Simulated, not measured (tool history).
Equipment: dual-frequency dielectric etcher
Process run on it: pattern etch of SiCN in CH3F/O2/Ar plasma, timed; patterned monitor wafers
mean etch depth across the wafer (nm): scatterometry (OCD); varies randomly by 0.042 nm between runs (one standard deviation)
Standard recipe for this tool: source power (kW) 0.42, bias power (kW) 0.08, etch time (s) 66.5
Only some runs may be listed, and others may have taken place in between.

run	hour	source power (kW)	bias power (kW)	etch time (s)	read-back reference wafer on the same gauge, depth_nm	mean etch depth across the wafer (nm)
1	0	0.42	0.08	66.5	25.59	27.51
2	21.5	0.42	0.08	66.5	25.59	27.48
3	56.3	0.42	0.08	66.5	25.6	27.42
4	70.7	0.42	0.08	80.5	25.61	33.13
5	89	0.42	0.08	80.5	25.6	33.17
6	104.2	0.42	0.08	80.5	25.62	33.12
7	134	0.42	0.08	66.5	25.6	27.37
8	152.6	0.42	0.08	66.5	25.6	27.29
9	184.8	0.42	0.08	66.5	25.6	27.33
10	216.1	0.42	0.08	66.5	25.59	27.28
# hour 244.2: upper electrode replaced
11	244.7	0.35	0.08	66.5	25.6	25.63
12	252.3	0.35	0.08	66.5	25.6	25.59
# hour 269.6: gauge calibrated
13	287.4	0.51	0.097	54.5	25.6	25.43
# hour 313.3: wet clean of the chamber
14	318.4	0.42	0.08	66.5	25.59	27.55
15	353	0.38	0.091	74	25.6	30.98
16	377.2	0.46	0.08	66.5	25.59	28.46
# hour 383.3: bias power generator calibrated
# hour 415.6: source power generator calibrated
17	416.1	0.46	0.08	66.5	25.6	28.34
18	441.4	0.42	0.08	66.5	25.61	27.51
19	473.5	0.51	0.063	75	25.61	30.86
20	489.2	0.42	0.061	61	25.6	23.1
21	511.5	0.39	0.1	66.5	25.61	28.84
22	543.2	0.32	0.08	49.5	25.6	18.63
23	574.5	0.42	0.08	53	25.6	21.81
24	592.3	0.51	0.063	84	25.6	34.31
25	618.1	0.42	0.08	66.5	25.6	27.33

Hidden state, per run?
source power that arrives over what is set, %: 0 at every run
bias power that arrives over what is set, %: 0 at every run
gauge reads high (%): 0 at every run
H1: etch rate over this chamber's usual, %
run	H1
1	-0.732
2	-0.803
3	-0.918
4	-0.965
5	-1.03
6	-1.08
7	-1.17
8	-1.24
9	-1.34
10	-1.45
11	-1.54
12	-1.57
13	-1.68
14	-0.209
15	-0.323
16	-0.403
17	-0.531
18	-0.615
19	-0.721
20	-0.773
21	-0.847
22	-0.951
23	-1.05
24	-1.11
25	-1.2

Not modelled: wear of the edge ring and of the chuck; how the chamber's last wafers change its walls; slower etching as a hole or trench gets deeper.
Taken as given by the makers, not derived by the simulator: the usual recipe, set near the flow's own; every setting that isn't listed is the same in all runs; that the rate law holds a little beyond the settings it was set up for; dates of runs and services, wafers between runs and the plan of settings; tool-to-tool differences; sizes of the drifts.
